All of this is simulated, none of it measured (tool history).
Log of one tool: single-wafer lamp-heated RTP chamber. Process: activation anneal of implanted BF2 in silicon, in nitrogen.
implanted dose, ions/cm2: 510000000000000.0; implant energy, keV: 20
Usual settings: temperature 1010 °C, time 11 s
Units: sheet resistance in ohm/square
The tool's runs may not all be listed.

| run | hour | temperature | time | wafers since the last listed run | wafers since the last pyrometer calibration | wafers since the reflector plate was cleaned | hours since the gauge calibration | read-back reference wafer on the same gauge, sheet resistance | sheet resistance |
|---|---|---|---|---|---|---|---|---|---|
| 1 | 0.0 | 1010 | 11 | 0 | 936 | 5317 | 346.5 | 322.95 | 275.27 |
| 2 | 11.7 | 1010 | 11 | 159 | 1096 | 5477 | 358.2 | 323.05 | 274.31 |
| 3 | 26.7 | 991 | 10 | 205 | 1301 | 5682 | 373.2 | 322.97 | 285.52 |
| 4 | 38.8 | 991 | 10 | 165 | 1467 | 5847 | 385.3 | 322.94 | 283.80 |
| 5 | 55.7 | 991 | 10 | 231 | 1698 | 6079 | 402.2 | 323.05 | 284.17 |
| 6 | 67.5 | 1010 | 11 | 161 | 1859 | 6240 | 414.0 | 322.97 | 272.79 |
| 7 | 76.3 | 1010 | 11 | 120 | 1979 | 6360 | 422.8 | 323.05 | 274.57 |
| 8 | 93.1 | 1010 | 11 | 229 | 2209 | 6590 | 439.6 | 322.95 | 272.55 |
| 9 | 108.2 | 1010 | 11 | 206 | 2415 | 6796 | 454.7 | 323.09 | 273.79 |
| 10 | 117.4 | 1010 | 11 | 125 | 2541 | 6922 | 463.9 | 323.17 | 272.65 |
| 11 | 131.2 | 1010 | 6 | 188 | 2730 | 7111 | 477.7 | 322.80 | 278.02 |
| 12 | 147.3 | 1010 | 6 | 220 | 2950 | 7331 | 493.8 | 323.08 | 278.46 |
| 13 | 161.4 | 1010 | 6 | 192 | 3143 | 7524 | 507.9 | 323.01 | 278.41 |
| 14 | 170.4 | 1010 | 11 | 123 | 3266 | 7647 | 516.9 | 323.02 | 271.52 |
| 15 | 182.1 | 1010 | 11 | 159 | 3426 | 7807 | 528.6 | 323.01 | 271.57 |
| 16 | 192.7 | 1010 | 11 | 144 | 3571 | 7951 | 539.2 | 322.84 | 272.01 |
| 17 | 205.6 | 997 | 11 | 176 | 3747 | 8128 | 552.1 | 323.01 | 277.51 |
| 18 | 219.1 | 1010 | 11 | 184 | 3931 | 8312 | 565.6 | 322.95 | 271.68 |
|  | 227.0 | gauge calibrated |
| 19 | 232.1 | 998 | 5 | 177 | 4109 | 8490 | 5.1 | 323.08 | 283.46 |
| 20 | 238.8 | 1010 | 17 | 91 | 4201 | 8582 | 11.8 | 323.02 | 266.24 |
| 21 | 246.8 | 1039 | 6 | 109 | 4310 | 8691 | 19.8 | 323.11 | 264.93 |
| 22 | 260.4 | 1010 | 11 | 185 | 4496 | 8877 | 33.4 | 322.96 | 270.99 |
|  | 269.5 | reflector plate cleaned |
| 23 | 270.0 | 1010 | 11 | 21 | 4518 | 6 | 43.0 | 322.98 | 272.88 |
| 24 | 286.4 | 1010 | 11 | 224 | 4742 | 230 | 59.4 | 322.98 | 273.55 |
| 25 | 295.1 | 999 | 5 | 118 | 4861 | 349 | 68.1 | 323.04 | 287.45 |
| 26 | 328.1 | 1010 | 5 | 451 | 5312 | 800 | 101.1 | 323.00 | 279.19 |
| 27 | 336.1 | 1010 | 11 | 109 | 5422 | 910 | 109.1 | 322.85 | 272.45 |
|  | 361.0 | pyrometer window cleaned and pyrometer calibrated |
| 28 | 361.5 | 1024 | 15 | 237 | 6 | 1148 | 134.5 | 322.97 | 268.66 |
| 29 | 362.0 | 1010 | 5 | 6 | 13 | 1154 | 135.0 | 323.05 | 286.72 |
| 30 | 370.5 | 1001 | 15 | 116 | 129 | 1271 | 143.5 | 323.03 | 278.30 |
| 31 | 382.5 | 993 | 6 | 164 | 293 | 1435 | 155.5 | 323.03 | 294.51 |
| 32 | 390.4 | 990 | 11 | 108 | 401 | 1543 | 163.4 | 322.94 | 289.38 |
| 33 | 396.8 | 1010 | 11 | 87 | 488 | 1630 | 169.8 | 322.92 | 278.06 |
| 34 | 403.1 | 991 | 11 | 86 | 574 | 1716 | 176.1 | 322.99 | 287.39 |
| 35 | 409.5 | 1018 | 4 | 87 | 662 | 1804 | 182.5 | 322.83 | 282.61 |
| 36 | 447.4 | 1010 | 11 | 518 | 1180 | 2322 | 220.4 | 322.97 | 275.09 |
| 37 | 459.9 | 1031 | 8 | 170 | 1351 | 2493 | 232.9 | 323.00 | 270.76 |
| 38 | 473.1 | 1010 | 11 | 180 | 1531 | 2673 | 246.1 | 322.93 | 274.87 |

Forecast each of these 3 alternatives for the next run:
| A | 473.5 | 1010 | 11 | 5 | 1537 | 2679 | 246.5 | ? | ? |
| B | 473.5 | 996 | 11 | 5 | 1537 | 2679 | 246.5 | ? | ? |
| C | 473.5 | 988 | 17 | 5 | 1537 | 2679 | 246.5 | ? | ? |

| run | read-back reference wafer on the same gauge, sheet resistance | sheet resistance |
|---|---|---|
| A | 322.98 | 275.66 |
| B | 322.98 | 282.55 |
| C | 322.98 | 282.57 |
Without the tool's hidden state the same runs would have given:
| run | sheet resistance |
|---|---|
| A | 278.39 |
| B | 286.55 |
| C | 287.39 |
